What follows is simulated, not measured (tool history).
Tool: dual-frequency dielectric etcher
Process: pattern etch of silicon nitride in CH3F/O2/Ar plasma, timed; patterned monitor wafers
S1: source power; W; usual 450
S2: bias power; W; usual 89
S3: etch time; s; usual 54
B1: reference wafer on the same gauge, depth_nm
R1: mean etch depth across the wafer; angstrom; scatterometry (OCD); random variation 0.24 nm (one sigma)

run 1 hour=0 | S1=450 S2=89 S3=54 | B1=38.69 | R1=373.1
run 2 hour=29.5 | S1=450 S2=89 S3=54 | B1=38.68 | R1=372.2
run 3 hour=64.9 | S1=450 S2=89 S3=54 | B1=38.73 | R1=379.1
run 4 hour=140.3 | S1=450 S2=89 S3=54 | B1=38.68 | R1=379
run 5 hour=154 | S1=450 S2=89 S3=54 | B1=38.69 | R1=378.5
run 6 hour=184.5 | S1=450 S2=89 S3=54 | B1=38.68 | R1=376.8
run 7 hour=201.5 | S1=450 S2=89 S3=54 | B1=38.69 | R1=382.3
-- hour=211.9 source power generator calibrated
run 8 hour=222.7 | S1=450 S2=89 S3=60.5 | B1=38.73 | R1=429.4
-- hour=225.9 gauge calibrated
run 9 hour=250.3 | S1=450 S2=89 S3=54 | B1=38.71 | R1=379.6
run 10 hour=269.3 | S1=450 S2=89 S3=54 | B1=38.73 | R1=381.5
run 11 hour=294.4 | S1=450 S2=89 S3=54 | B1=38.69 | R1=384.6
run 12 hour=327.3 | S1=490 S2=103 S3=49 | B1=38.74 | R1=365.6
run 13 hour=345.2 | S1=450 S2=89 S3=68 | B1=38.69 | R1=487.6
run 14 hour=364.7 | S1=450 S2=89 S3=60.5 | B1=38.68 | R1=436.4
-- hour=375 bias power generator calibrated
run 15 hour=384.7 | S1=450 S2=109 S3=68.5 | B1=38.69 | R1=511

Run 16 comes next. What will it give?
run 16 hour=408.6 | S1=450 S2=89 S3=54 | B1=? | R1=?

{"run 16": {"B1": 38.68, "R1": 392.2}}
Without the tool's hidden state the same run would have given R1 376.2 angstrom.

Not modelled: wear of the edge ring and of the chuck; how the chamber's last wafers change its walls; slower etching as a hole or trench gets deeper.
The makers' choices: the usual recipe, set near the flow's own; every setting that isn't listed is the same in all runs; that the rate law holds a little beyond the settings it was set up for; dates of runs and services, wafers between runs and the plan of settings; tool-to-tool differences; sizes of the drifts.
